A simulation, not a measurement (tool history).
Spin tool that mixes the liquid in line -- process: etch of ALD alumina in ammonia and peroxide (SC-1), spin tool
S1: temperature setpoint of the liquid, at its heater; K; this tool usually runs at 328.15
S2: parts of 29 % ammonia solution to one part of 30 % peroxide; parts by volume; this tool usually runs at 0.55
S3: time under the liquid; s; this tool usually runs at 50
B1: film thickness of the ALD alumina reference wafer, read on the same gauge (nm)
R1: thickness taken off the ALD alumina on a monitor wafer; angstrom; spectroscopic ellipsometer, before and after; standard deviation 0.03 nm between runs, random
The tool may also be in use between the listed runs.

{"run": 1, "day": 0.0, "S1": 332.15, "S2": 0.55, "S3": 50, "B1": 120, "R1": 56.2}
{"run": 2, "day": 0.367, "S1": 328.15, "S2": 0.55, "S3": 40, "B1": 120, "R1": 36.2}
{"run": 3, "day": 1.092, "S1": 328.15, "S2": 0.55, "S3": 50, "B1": 119.99, "R1": 45.2}
{"run": 4, "day": 2.288, "S1": 328.15, "S2": 0.55, "S3": 50, "B1": 119.95, "R1": 44.4}
{"run": 5, "day": 3.017, "S1": 328.15, "S2": 0.55, "S3": 50, "B1": 119.99, "R1": 44.5}
{"run": 6, "day": 3.283, "S1": 328.15, "S2": 0.55, "S3": 60, "B1": 119.98, "R1": 53.7}
{"run": 7, "day": 3.55, "S1": 328.15, "S2": 0.55, "S3": 60, "B1": 120.01, "R1": 53.7}
{"run": 8, "day": 3.933, "S1": 328.15, "S2": 0.75, "S3": 50, "B1": 120.01, "R1": 45.6}
{"run": 9, "day": 4.675, "S1": 328.15, "S2": 0.75, "S3": 50, "B1": 120.06, "R1": 45.9}
{"run": 10, "day": 5.333, "S1": 328.15, "S2": 0.75, "S3": 50, "B1": 120.07, "R1": 45.3}
{"day": 5.821, "done": "new drum of ammonia solution connected"}
{"run": 11, "day": 5.921, "S1": 328.15, "S2": 0.55, "S3": 50, "B1": 119.99, "R1": 43.9}
{"day": 6.196, "done": "heated supply line repaired"}
{"run": 12, "day": 6.538, "S1": 328.15, "S2": 0.55, "S3": 50, "B1": 119.96, "R1": 53.6}
{"run": 13, "day": 7.746, "S1": 320.15, "S2": 0.4, "S3": 20, "B1": 119.97, "R1": 13.4}
{"run": 14, "day": 8.15, "S1": 331.15, "S2": 0.75, "S3": 50, "B1": 119.99, "R1": 64.7}
{"day": 9.271, "done": "gauge calibrated"}
{"day": 9.454, "done": "ammonia flow meter replaced"}
{"run": 15, "day": 10.3, "S1": 328.15, "S2": 0.55, "S3": 60, "B1": 120.02, "R1": 64.5}
{"run": 16, "day": 11.033, "S1": 328.15, "S2": 0.75, "S3": 25, "B1": 120.02, "R1": 27.5}
{"day": 11.35, "done": "thermometer replaced"}
{"run": 17, "day": 11.638, "S1": 336.65, "S2": 0.7, "S3": 50, "B1": 119.96, "R1": 84.9}
{"run": 18, "day": 12.354, "S1": 328.15, "S2": 0.65, "S3": 75, "B1": 119.97, "R1": 81}
{"run": 19, "day": 12.767, "S1": 325.15, "S2": 0.55, "S3": 50, "B1": 120.01, "R1": 45}
{"run": 20, "day": 13.1, "S1": 336.15, "S2": 0.65, "S3": 50, "B1": 119.99, "R1": 81}

The next listed run, before its measurement:
{"run": 21, "day": 13.558, "S1": 328.15, "S2": 0.55, "S3": 50, "B1": "?", "R1": "?"}

For run 21 the tool returned B1 120.03, R1 52.7 angstrom.
Minus the tool's unlogged condition, the same run would have read R1 55.8 angstrom.

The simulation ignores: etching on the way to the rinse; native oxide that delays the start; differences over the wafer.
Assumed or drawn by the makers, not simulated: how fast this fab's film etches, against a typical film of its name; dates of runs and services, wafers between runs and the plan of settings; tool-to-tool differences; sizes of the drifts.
